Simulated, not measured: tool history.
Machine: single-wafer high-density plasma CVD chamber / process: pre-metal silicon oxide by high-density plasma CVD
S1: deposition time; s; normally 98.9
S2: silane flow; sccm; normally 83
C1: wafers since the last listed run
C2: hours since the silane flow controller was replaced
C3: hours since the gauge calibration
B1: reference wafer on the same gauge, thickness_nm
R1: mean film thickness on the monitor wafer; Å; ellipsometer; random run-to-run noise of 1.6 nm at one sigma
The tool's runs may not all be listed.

Run 1, day 0: usual settings; C1 0; C2 3397.1; C3 132.5; B1 744.049. Result: R1 7768.06 Å.
Run 2, day 2.9: usual settings; C1 771; C2 3466.7; C3 202.1; B1 744.229. Result: R1 7753.7 Å.
Run 3, day 7.075: usual settings; C1 1110; C2 3566.9; C3 302.3; B1 744.054. Result: R1 7782.94 Å.
Run 4, day 11.25: usual settings; C1 1110; C2 3667.1; C3 402.5; B1 743.882. Result: R1 7766.63 Å.
Run 5, day 14.675: usual settings; C1 910; C2 3749.3; C3 484.7; B1 744.594. Result: R1 7774.84 Å.
Run 6, day 16.375: usual settings; C1 451; C2 3790.1; C3 525.5; B1 743.626. Result: R1 7777.12 Å.
Run 7, day 19.833: usual settings; C1 919; C2 3873.1; C3 608.5; B1 743.942. Result: R1 7781.9 Å.
At day 20.812: silane flow controller replaced.
Run 8, day 22.733: usual settings; C1 682; C2 46.1; C3 678.1; B1 743.846. Result: R1 8202.31 Å.
At day 23.35: gauge calibrated.
Run 9, day 24.275: usual settings but S1 113.4 s, S2 97 sccm; C1 409; C2 83.1; C3 22.2; B1 743.885. Result: R1 10986.85 Å.
Run 10, day 28.075: usual settings but S2 90 sccm; C1 1010; C2 174.3; C3 113.4; B1 743.981. Result: R1 8862.11 Å.
Run 11, day 31.454: usual settings but S1 113 s, S2 95 sccm; C1 898; C2 255.4; C3 194.5; B1 743.917. Result: R1 10617.24 Å.
Run 12, day 34.254: usual settings; C1 744; C2 322.6; C3 261.7; B1 744.071. Result: R1 8082.67 Å.
Run 13, day 37.85: usual settings but S1 111.4 s, S2 71 sccm; C1 956; C2 408.9; C3 348; B1 743.762. Result: R1 7768.84 Å.
Run 14, day 40.379: usual settings but S1 82.2 s, S2 75 sccm; C1 672; C2 469.6; C3 408.7; B1 743.849. Result: R1 6052.08 Å.
Run 15, day 44.396: usual settings but S1 113 s, S2 95 sccm; C1 1067; C2 566; C3 505.1; B1 743.808. Result: R1 10494.22 Å.
Run 16, day 46.688: usual settings but S1 82.8 s; C1 609; C2 621; C3 560.1; B1 744.331. Result: R1 6722.55 Å.

Branching from run 16: 3 alternative next runs. What would each branch give?
Run A, day 46.704: usual settings; C1 4; C2 621.4; C3 560.5; B1 ?. Result: R1 ?.
Run B, day 46.704: usual settings but S2 89 sccm; C1 4; C2 621.4; C3 560.5; B1 ?. Result: R1 ?.
Run C, day 46.704: usual settings but S1 86.1 s, S2 79 sccm; C1 4; C2 621.4; C3 560.5; B1 ?. Result: R1 ?.

run       B1       R1
  A  743.958  8005.95
  B  743.958   8584.7
  C  743.958   6633.9
Without the tool's unlogged condition, the same runs would have read:
run       R1
  A  8193.18
  B  8785.46
  C  6789.04
